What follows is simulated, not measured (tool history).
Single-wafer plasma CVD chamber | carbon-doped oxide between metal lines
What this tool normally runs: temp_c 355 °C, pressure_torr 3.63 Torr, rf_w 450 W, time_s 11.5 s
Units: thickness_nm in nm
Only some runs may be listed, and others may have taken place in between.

run	hour	temp_c	pressure_torr	rf_w	time_s	read-back reference wafer on the same gauge, thickness_nm	thickness_nm
1	0	355	3.63	450	13.1	46.305	57.637
2	20.7	355	3.63	450	13.1	46.304	57.435
3	54.9	355	3.63	450	11.5	46.328	50.373
4	72.6	355	3.63	450	11.5	46.34	50.232
5	92.2	355	3.63	450	11.5	46.264	50.372
6	109.4	355	3.99	470	11.5	46.3	52.172
7	136.3	355	3.99	470	11.5	46.3	52.133
8	154.4	355	3.63	450	11.5	46.393	50.259
9	178.8	355	3.63	520	11.5	46.216	53.825
10	191.6	365	3.63	450	11.5	46.224	48.844
# hour 279.2: thermocouple changed; heater temperature recalibrated
# hour 290.2: capacitance manometer re-zeroed and calibrated
11	293.8	365	3.63	450	11.5	46.27	48.762
12	308.1	365	3.63	450	11.5	46.321	48.847
# hour 343.1: RF generator calibrated
13	343.5	355	3.63	450	12.6	46.349	53.537
14	367.9	355	3.63	450	12.6	46.358	53.595
15	397.7	355	3.63	450	11.5	46.219	48.615
16	414.7	355	3.63	450	11.5	46.323	48.901
# hour 443.7: RF generator calibrated, repeated, since the last time left the tool worse
17	444.2	355	4.04	535	11.5	46.299	56.938
18	452.7	355	3.63	380	11.5	46.305	46.969
19	488.1	355	3.63	450	11.5	46.285	51.596
# hour 523.7: showerhead replaced
20	524.2	355	3.63	450	11.5	46.305	51.392
21	549.9	355	3.63	370	11.5	46.293	46.713
22	574.1	343	3.93	535	10.9	46.299	55.372
# hour 597.7: gauge calibrated
23	601.5	355	3.63	450	11.5	46.295	50.929
24	617.5	364	3.63	450	11.5	46.319	49.822
25	643.3	368	3.63	405	10	46.228	40.537
26	674.2	343	3.21	480	12.8	46.349	60.18
27	703.1	355	4.21	450	11.5	46.282	51.951
28	730.4	369	3.63	540	11.5	46.349	53.152
29	753.3	355	3.63	450	11.5	46.306	50.614

Here are 3 independent what-if runs from the current tool condition. What would each one return?
A	753.7	355	3.63	450	11.5	?	?
B	753.7	355	3.13	450	11.5	?	?
C	753.7	360	3.63	450	11.5	?	?

run	read-back reference wafer on the same gauge, thickness_nm	thickness_nm
A	46.278	51.041
B	46.278	50.204
C	46.278	50.319
The same runs, with their run-to-run variation unchanged, on a tool lacking any hidden condition would have given:
run	thickness_nm
A	51.9
B	51.049
C	51.165
